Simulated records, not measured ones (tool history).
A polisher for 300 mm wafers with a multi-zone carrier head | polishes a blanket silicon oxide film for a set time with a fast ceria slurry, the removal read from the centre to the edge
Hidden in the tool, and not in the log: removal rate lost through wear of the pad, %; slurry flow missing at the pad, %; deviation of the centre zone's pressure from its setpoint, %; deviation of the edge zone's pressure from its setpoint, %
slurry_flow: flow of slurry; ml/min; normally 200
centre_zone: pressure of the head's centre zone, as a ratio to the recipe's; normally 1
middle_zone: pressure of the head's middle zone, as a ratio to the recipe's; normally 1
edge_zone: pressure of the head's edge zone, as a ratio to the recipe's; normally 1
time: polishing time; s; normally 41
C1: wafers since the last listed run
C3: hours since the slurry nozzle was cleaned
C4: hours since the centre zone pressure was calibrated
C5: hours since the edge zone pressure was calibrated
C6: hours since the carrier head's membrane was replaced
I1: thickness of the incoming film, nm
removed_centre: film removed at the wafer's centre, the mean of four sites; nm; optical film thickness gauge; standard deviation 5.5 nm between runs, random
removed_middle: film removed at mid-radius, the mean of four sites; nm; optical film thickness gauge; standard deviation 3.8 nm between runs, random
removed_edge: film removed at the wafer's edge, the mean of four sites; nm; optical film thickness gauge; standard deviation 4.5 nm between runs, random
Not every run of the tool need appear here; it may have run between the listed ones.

run 1 hour=0 | slurry_flow=200 centre_zone=1 middle_zone=1 edge_zone=1 time=41 | C1=0 wafers_polished_on_this_pad=7698 C3=135.7 C4=546 C5=179.2 C6=139.6 | I1=1781.4 | removed_centre=341.4 removed_middle=367.8 removed_edge=364.2
-- hour=59 worn pad replaced by a new one
run 2 hour=77.6 | slurry_flow=200 centre_zone=1 middle_zone=1 edge_zone=1 time=41 | C1=872 wafers_polished_on_this_pad=220 C3=213.3 C4=623.6 C5=256.8 C6=217.2 | I1=1793.5 | removed_centre=376.7 removed_middle=405.9 removed_edge=404.6
run 3 hour=128 | slurry_flow=200 centre_zone=1 middle_zone=1 edge_zone=1.04 time=41 | C1=597 wafers_polished_on_this_pad=817 C3=263.7 C4=674 C5=307.2 C6=267.6 | I1=1787 | removed_centre=365.1 removed_middle=399.6 removed_edge=393
run 4 hour=176.5 | slurry_flow=200 centre_zone=1 middle_zone=1 edge_zone=1 time=41 | C1=574 wafers_polished_on_this_pad=1392 C3=312.2 C4=722.5 C5=355.7 C6=316.1 | I1=1784.7 | removed_centre=363 removed_middle=394.4 removed_edge=379.6
run 5 hour=283.1 | slurry_flow=200 centre_zone=1 middle_zone=1 edge_zone=1 time=41 | C1=1263 wafers_polished_on_this_pad=2656 C3=418.8 C4=829.1 C5=462.3 C6=422.7 | I1=1793.7 | removed_centre=361.7 removed_middle=374.3 removed_edge=375.1
run 6 hour=367.6 | slurry_flow=200 centre_zone=1 middle_zone=0.95 edge_zone=1 time=33 | C1=1001 wafers_polished_on_this_pad=3657 C3=503.3 C4=913.6 C5=546.8 C6=507.2 | I1=1798.5 | removed_centre=272 removed_middle=290.3 removed_edge=294.8
run 7 hour=459 | slurry_flow=200 centre_zone=1 middle_zone=0.92 edge_zone=1 time=41 | C1=1083 wafers_polished_on_this_pad=4741 C3=594.7 C4=1005 C5=638.2 C6=598.6 | I1=1778.4 | removed_centre=355.4 removed_middle=349 removed_edge=361.1
run 8 hour=523.9 | slurry_flow=200 centre_zone=1 middle_zone=1 edge_zone=1 time=41 | C1=769 wafers_polished_on_this_pad=5510 C3=659.6 C4=1069.9 C5=703.1 C6=663.5 | I1=1774.6 | removed_centre=334.6 removed_middle=366.3 removed_edge=354
-- hour=533.5 carrier head's membrane replaced by a new one
-- hour=574.9 slurry nozzle cleaned
-- hour=575.4 edge zone pressure recalibrated
run 9 hour=625 | slurry_flow=200 centre_zone=1.11 middle_zone=1 edge_zone=1.06 time=41 | C1=1121 wafers_polished_on_this_pad=6631 C3=50.1 C4=1171 C5=49.6 C6=91.5 | I1=1790.4 | removed_centre=364.8 removed_middle=362.5 removed_edge=363.2
run 10 hour=710 | slurry_flow=220 centre_zone=1 middle_zone=1 edge_zone=1 time=41 | C1=1007 wafers_polished_on_this_pad=7638 C3=135.1 C4=1256 C5=134.6 C6=176.5 | I1=1766.2 | removed_centre=340.9 removed_middle=368 removed_edge=360.2
-- hour=754.6 worn pad replaced by a new one, of another model than before
-- hour=787.1 centre zone pressure recalibrated
run 11 hour=798.3 | slurry_flow=255 centre_zone=0.91 middle_zone=1 edge_zone=1.11 time=31 | C1=975 wafers_polished_on_this_pad=494 C3=223.4 C4=11.2 C5=222.9 C6=264.8 | I1=1786.1 | removed_centre=271.3 removed_middle=312.3 removed_edge=314.3
run 12 hour=965.4 | slurry_flow=150 centre_zone=1 middle_zone=1 edge_zone=1 time=27 | C1=1980 wafers_polished_on_this_pad=2475 C3=390.5 C4=178.3 C5=390 C6=431.9 | I1=1805.8 | removed_centre=235 removed_middle=254 removed_edge=246.3
run 13 hour=1029.1 | slurry_flow=200 centre_zone=1 middle_zone=1 edge_zone=1 time=41 | C1=755 wafers_polished_on_this_pad=3230 C3=454.2 C4=242 C5=453.7 C6=495.6 | I1=1781.2 | removed_centre=342.3 removed_middle=377.7 removed_edge=371.5
run 14 hour=1118.5 | slurry_flow=140 centre_zone=0.96 middle_zone=1.11 edge_zone=1 time=45 | C1=1059 wafers_polished_on_this_pad=4290 C3=543.6 C4=331.4 C5=543.1 C6=585 | I1=1792.2 | removed_centre=364.7 removed_middle=442.3 removed_edge=391.4
-- hour=1211.8 carrier head's membrane replaced by a new one
run 15 hour=1226.4 | slurry_flow=200 centre_zone=1 middle_zone=1 edge_zone=1 time=41 | C1=1219 wafers_polished_on_this_pad=5509 C3=651.5 C4=439.3 C5=651 C6=14.6 | I1=1782.7 | removed_centre=351.5 removed_middle=372.7 removed_edge=364.8
run 16 hour=1304.3 | slurry_flow=200 centre_zone=1 middle_zone=1 edge_zone=1.08 time=33 | C1=923 wafers_polished_on_this_pad=6433 C3=729.4 C4=517.2 C5=728.9 C6=92.5 | I1=1802.8 | removed_centre=275.9 removed_middle=294.2 removed_edge=300.6
-- hour=1311.1 slurry nozzle cleaned
-- hour=1357.3 worn pad replaced by a new one
-- hour=1386.4 edge zone pressure recalibrated
run 17 hour=1402.7 | slurry_flow=200 centre_zone=1 middle_zone=1 edge_zone=1 time=41 | C1=1083 wafers_polished_on_this_pad=513 C3=91.6 C4=615.6 C5=16.3 C6=190.9 | I1=1769.2 | removed_centre=381.3 removed_middle=403.4 removed_edge=392.5
run 18 hour=1495.7 | slurry_flow=200 centre_zone=1.07 middle_zone=1 edge_zone=1 time=41 | C1=1102 wafers_polished_on_this_pad=1616 C3=184.6 C4=708.6 C5=109.3 C6=283.9 | I1=1776.3 | removed_centre=380.7 removed_middle=394.8 removed_edge=373.9
run 19 hour=1590.4 | slurry_flow=270 centre_zone=1 middle_zone=1.11 edge_zone=1 time=41 | C1=1122 wafers_polished_on_this_pad=2738 C3=279.3 C4=803.3 C5=204 C6=378.6 | I1=1820.4 | removed_centre=355.3 removed_middle=412.9 removed_edge=370.5
run 20 hour=1665.6 | slurry_flow=200 centre_zone=1 middle_zone=1 edge_zone=1 time=41 | C1=891 wafers_polished_on_this_pad=3630 C3=354.5 C4=878.5 C5=279.2 C6=453.8 | I1=1777.7 | removed_centre=344 removed_middle=369.8 removed_edge=369.2
run 21 hour=1744.3 | slurry_flow=200 centre_zone=0.88 middle_zone=1.03 edge_zone=0.89 time=35 | C1=932 wafers_polished_on_this_pad=4563 C3=433.2 C4=957.2 C5=357.9 C6=532.5 | I1=1802.6 | removed_centre=257.2 removed_middle=323 removed_edge=293.9
run 22 hour=1839.7 | slurry_flow=180 centre_zone=0.9 middle_zone=0.96 edge_zone=1 time=32 | C1=1130 wafers_polished_on_this_pad=5693 C3=528.6 C4=1052.6 C5=453.3 C6=627.9 | I1=1777.2 | removed_centre=241.1 removed_middle=273.6 removed_edge=268.7

What does the tool deliver on the next run?
run 23 hour=1892.7 | slurry_flow=200 centre_zone=0.9 middle_zone=0.89 edge_zone=1 time=29 | C1=628 wafers_polished_on_this_pad=6322 C3=581.6 C4=1105.6 C5=506.3 C6=680.9 | I1=1790.2 | removed_centre=? removed_middle=? removed_edge=?

removed_centre: 209.9 nm
removed_middle: 239.2 nm
removed_edge: 251.6 nm
On a tool with no hidden condition, and with the same random variation, this run would have come out at removed_centre 242.1 nm, removed_middle 275.9 nm, removed_edge 290.3 nm.

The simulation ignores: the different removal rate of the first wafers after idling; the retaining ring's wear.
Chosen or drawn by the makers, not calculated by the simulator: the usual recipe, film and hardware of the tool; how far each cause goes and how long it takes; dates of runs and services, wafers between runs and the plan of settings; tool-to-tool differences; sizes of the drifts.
